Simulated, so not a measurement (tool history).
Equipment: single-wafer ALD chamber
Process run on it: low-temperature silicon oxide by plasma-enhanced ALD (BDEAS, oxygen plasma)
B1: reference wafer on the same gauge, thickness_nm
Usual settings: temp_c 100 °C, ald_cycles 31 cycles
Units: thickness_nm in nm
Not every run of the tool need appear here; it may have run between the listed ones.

Run 1, hour 0: usual settings but temp_c 107 °C, ald_cycles 27 cycles; B1 3.685. Result: thickness_nm 3.452 nm.
Run 2, hour 93: usual settings but temp_c 109 °C, ald_cycles 28 cycles; B1 3.689. Result: thickness_nm 3.576 nm.
Run 3, hour 162.5: usual settings but temp_c 109 °C, ald_cycles 28 cycles; B1 3.69. Result: thickness_nm 3.572 nm.
Run 4, hour 213.9: usual settings but temp_c 109 °C, ald_cycles 28 cycles; B1 3.692. Result: thickness_nm 3.555 nm.
Run 5, hour 284.1: usual settings; B1 3.692. Result: thickness_nm 4.009 nm.
Run 6, hour 380.1: usual settings; B1 3.697. Result: thickness_nm 4.013 nm.
Run 7, hour 422.4: usual settings; B1 3.697. Result: thickness_nm 4.024 nm.
Run 8, hour 506.3: usual settings but temp_c 92 °C; B1 3.704. Result: thickness_nm 4.112 nm.
Run 9, hour 558.9: usual settings but temp_c 92 °C; B1 3.702. Result: thickness_nm 4.13 nm.
Run 10, hour 651.1: usual settings; B1 3.708. Result: thickness_nm 4.021 nm.
Run 11, hour 733.8: usual settings; B1 3.711. Result: thickness_nm 4.03 nm.
Run 12, hour 813.7: usual settings; B1 3.709. Result: thickness_nm 4.031 nm.
Run 13, hour 899.4: usual settings; B1 3.716. Result: thickness_nm 4.035 nm.
At hour 964.3: gauge calibrated.
Run 14, hour 1004.7: usual settings; B1 3.666. Result: thickness_nm 3.981 nm.
At hour 1014.9: thermocouple changed; heater temperature recalibrated.
Run 15, hour 1052: usual settings but ald_cycles 35 cycles; B1 3.663. Result: thickness_nm 4.495 nm.
Run 16, hour 1156.5: usual settings but temp_c 108 °C; B1 3.664. Result: thickness_nm 3.931 nm.
Run 17, hour 1233.6: usual settings but temp_c 106 °C, ald_cycles 27 cycles; B1 3.663. Result: thickness_nm 3.44 nm.
Run 18, hour 1311.5: usual settings but temp_c 113 °C; B1 3.664. Result: thickness_nm 3.899 nm.
Run 19, hour 1384.6: usual settings but temp_c 93 °C, ald_cycles 29 cycles; B1 3.662. Result: thickness_nm 3.801 nm.
Run 20, hour 1431: usual settings but temp_c 115 °C, ald_cycles 28 cycles; B1 3.667. Result: thickness_nm 3.513 nm.

Run 21 is up next; what results do you expect?
Run 21, hour 1527: usual settings; B1 ?. Result: thickness_nm ?.

B1: 3.666
thickness_nm: 3.972 nm
On a tool with no hidden condition, and with the same random variation, this run would have come out at thickness_nm 3.975 nm.
